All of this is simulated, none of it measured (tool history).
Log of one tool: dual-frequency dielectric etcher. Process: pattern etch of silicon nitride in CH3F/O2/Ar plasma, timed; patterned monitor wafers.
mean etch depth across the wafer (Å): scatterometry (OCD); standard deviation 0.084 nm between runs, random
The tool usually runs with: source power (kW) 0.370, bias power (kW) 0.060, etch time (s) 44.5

run	hour	source power (kW)	bias power (kW)	etch time (s)	read-back reference wafer on the same gauge, depth_nm	mean etch depth across the wafer (Å)
1	0.0	0.330	0.060	44.5	27.22	286.1
2	101.1	0.330	0.060	44.5	27.24	286.2
3	169.0	0.330	0.060	44.5	27.18	285.9
4	211.6	0.340	0.060	44.5	27.19	289.6
5	268.9	0.340	0.060	44.5	27.22	289.4
6	326.3	0.370	0.060	44.5	27.17	297.6
# hour 352.0: gauge calibrated
# hour 378.1: wet clean of the chamber
7	404.8	0.370	0.060	44.5	27.18	297.0
8	462.0	0.370	0.054	52.5	27.19	338.3
# hour 511.9: source power generator calibrated
9	539.6	0.370	0.067	44.5	27.20	307.5
# hour 621.4: bias power generator calibrated
10	631.0	0.300	0.055	39.0	27.22	235.5
# hour 680.1: upper electrode replaced
11	685.7	0.370	0.060	41.0	27.18	275.3
12	729.3	0.370	0.060	44.5	27.16	297.9
13	821.9	0.370	0.068	44.5	27.16	310.6
# hour 881.2: wet clean of the chamber
14	898.6	0.370	0.060	44.5	27.19	298.4
15	941.2	0.370	0.060	44.5	27.21	298.5

5 options for the next run, each taken on its own from the tool as it stands now. Forecast them:
A	941.6	0.370	0.060	44.5	?	?
B	941.6	0.300	0.066	35.5	?	?
C	941.6	0.320	0.073	35.0	?	?
D	941.6	0.410	0.069	57.0	?	?
E	941.6	0.420	0.060	44.5	?	?

run	read-back reference wafer on the same gauge, depth_nm	mean etch depth across the wafer (Å)
A	27.19	297.2
B	27.19	227.2
C	27.19	236.9
D	27.19	413.2
E	27.19	311.1
Take away the tool's hidden state, keep each run's random variation, and the runs would have read:
run	mean etch depth across the wafer (Å)
A	297.2
B	227.2
C	236.9
D	413.2
E	311.1

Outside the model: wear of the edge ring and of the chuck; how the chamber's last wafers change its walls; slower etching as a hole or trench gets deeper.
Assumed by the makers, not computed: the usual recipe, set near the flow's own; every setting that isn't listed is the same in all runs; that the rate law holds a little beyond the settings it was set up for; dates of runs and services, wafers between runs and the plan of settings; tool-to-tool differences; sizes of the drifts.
